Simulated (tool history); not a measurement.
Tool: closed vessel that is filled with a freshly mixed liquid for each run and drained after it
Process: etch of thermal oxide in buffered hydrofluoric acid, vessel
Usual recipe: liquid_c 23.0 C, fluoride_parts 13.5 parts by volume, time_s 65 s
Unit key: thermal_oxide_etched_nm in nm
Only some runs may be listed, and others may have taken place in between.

| run | hour | liquid_c | fluoride_parts | time_s | wafers since the last listed run | hours since the thermometer was replaced | hours since the hydrofluoric acid flow meter was replaced | hours since the gauge calibration | read-back film thickness of the thermal oxide reference wafer, read on the same gauge (nm) | thermal_oxide_etched_nm |
|---|---|---|---|---|---|---|---|---|---|---|
| 1 | 0.0 | 23.0 | 13.5 | 45 | 0 | 608.1 | 1025.5 | 327.3 | 70.00 | 36.43 |
|  | 42.3 | thermometer replaced |
| 2 | 90.9 | 23.0 | 13.5 | 45 | 6970 | 48.6 | 1116.4 | 418.2 | 69.99 | 36.66 |
| 3 | 178.8 | 23.0 | 13.5 | 40 | 6815 | 136.5 | 1204.3 | 506.1 | 70.02 | 32.54 |
| 4 | 245.6 | 23.0 | 13.5 | 40 | 5179 | 203.3 | 1271.1 | 572.9 | 70.01 | 32.58 |
| 5 | 330.4 | 23.0 | 13.5 | 65 | 6575 | 288.1 | 1355.9 | 657.7 | 70.01 | 53.04 |
|  | 385.7 | gauge calibrated |
| 6 | 435.7 | 23.0 | 13.5 | 65 | 8164 | 393.4 | 1461.2 | 50.0 | 70.00 | 53.66 |
| 7 | 478.4 | 23.0 | 13.5 | 65 | 3310 | 436.1 | 1503.9 | 92.7 | 69.98 | 53.27 |
| 8 | 570.9 | 19.5 | 13.5 | 100 | 7172 | 528.6 | 1596.4 | 185.2 | 70.03 | 67.89 |
|  | 589.7 | thermometer replaced |
|  | 645.5 | hydrofluoric acid flow meter replaced |
| 9 | 648.2 | 23.0 | 13.5 | 90 | 5838 | 58.5 | 2.7 | 262.5 | 69.99 | 71.65 |
| 10 | 737.3 | 24.5 | 11.0 | 65 | 6908 | 147.6 | 91.8 | 351.6 | 69.98 | 68.88 |
| 11 | 825.4 | 20.5 | 19.0 | 65 | 6831 | 235.7 | 179.9 | 439.7 | 69.99 | 32.25 |
| 12 | 893.7 | 23.0 | 13.5 | 65 | 5295 | 304.0 | 248.2 | 508.0 | 69.98 | 52.19 |
| 13 | 976.4 | 23.0 | 18.5 | 45 | 6412 | 386.7 | 330.9 | 590.7 | 70.01 | 26.54 |
| 14 | 1028.5 | 18.5 | 9.0 | 35 | 4039 | 438.8 | 383.0 | 642.8 | 70.02 | 31.34 |
| 15 | 1101.6 | 26.0 | 13.5 | 65 | 5668 | 511.9 | 456.1 | 715.9 | 69.97 | 61.78 |

Branching from run 15: 4 alternative next runs. What would each branch give?
| A | 1102.3 | 23.0 | 8.5 | 65 | 54 | 512.6 | 456.8 | 716.6 | ? | ? |
| B | 1102.3 | 24.5 | 11.0 | 30 | 54 | 512.6 | 456.8 | 716.6 | ? | ? |
| C | 1102.3 | 23.0 | 10.5 | 65 | 54 | 512.6 | 456.8 | 716.6 | ? | ? |
| D | 1102.3 | 20.5 | 11.5 | 90 | 54 | 512.6 | 456.8 | 716.6 | ? | ? |

| run | read-back film thickness of the thermal oxide reference wafer, read on the same gauge (nm) | thermal_oxide_etched_nm |
|---|---|---|
| A | 69.99 | 79.43 |
| B | 69.99 | 31.82 |
| C | 69.99 | 66.46 |
| D | 69.99 | 73.33 |
With no hidden state in the tool, these same runs would have given:
| run | thermal_oxide_etched_nm |
|---|---|
| A | 77.64 |
| B | 31.18 |
| C | 65.12 |
| D | 71.84 |
